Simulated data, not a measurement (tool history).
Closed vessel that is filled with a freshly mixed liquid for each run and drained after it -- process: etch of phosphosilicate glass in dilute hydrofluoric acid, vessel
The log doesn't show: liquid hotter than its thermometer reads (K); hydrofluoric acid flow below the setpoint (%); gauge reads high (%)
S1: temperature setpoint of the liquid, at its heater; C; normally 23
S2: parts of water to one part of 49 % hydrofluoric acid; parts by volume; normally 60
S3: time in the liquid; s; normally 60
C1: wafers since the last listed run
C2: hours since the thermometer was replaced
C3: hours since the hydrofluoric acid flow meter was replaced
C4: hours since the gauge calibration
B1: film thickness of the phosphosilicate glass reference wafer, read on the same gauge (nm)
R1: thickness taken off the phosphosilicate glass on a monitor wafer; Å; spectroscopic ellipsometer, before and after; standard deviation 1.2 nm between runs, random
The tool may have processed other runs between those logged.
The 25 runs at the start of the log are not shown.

run   hour    S1  S2  S3    C1     C2     C3     C4     B1      R1
 26  309.6    23  45  90   968  134.6  262.1   36.5  39.99  3140.9
 27  317.4    23  35  60   535  142.4  269.9   44.3  39.98  2720.7
 28  331.9    23  60  80   996  156.9  284.4   58.8     40  2055.2
 29    339    23  60  60   487    164  291.5   65.9  39.99  1508.6
 30  349.7    23  60  60   734  174.7  302.2   76.6  39.98  1533.3
 31  362.3    23  50  80   865  187.3  314.8   89.2  40.01  2482.4
 32    377  19.5  60  35  1009    202  329.5  103.9  40.01   776.1
 33  392.3    23  60  60  1050  217.3  344.8  119.2  40.01  1545.4

3 options for the next run, each taken on its own from the tool as it stands now. Forecast them:
  A   393  21.5  60  60  48  218  345.5  119.9   ?   ?
  B   393  24.5  70  60  48  218  345.5  119.9   ?   ?
  C   393  18.5  60  60  48  218  345.5  119.9   ?   ?

run     B1      R1
  A  39.96    1452
  B  39.96  1389.8
  C  39.96  1279.4
Had the tool no hidden state, the same runs would have come out as:
run      R1
  A    1452
  B  1389.8
  C  1279.4
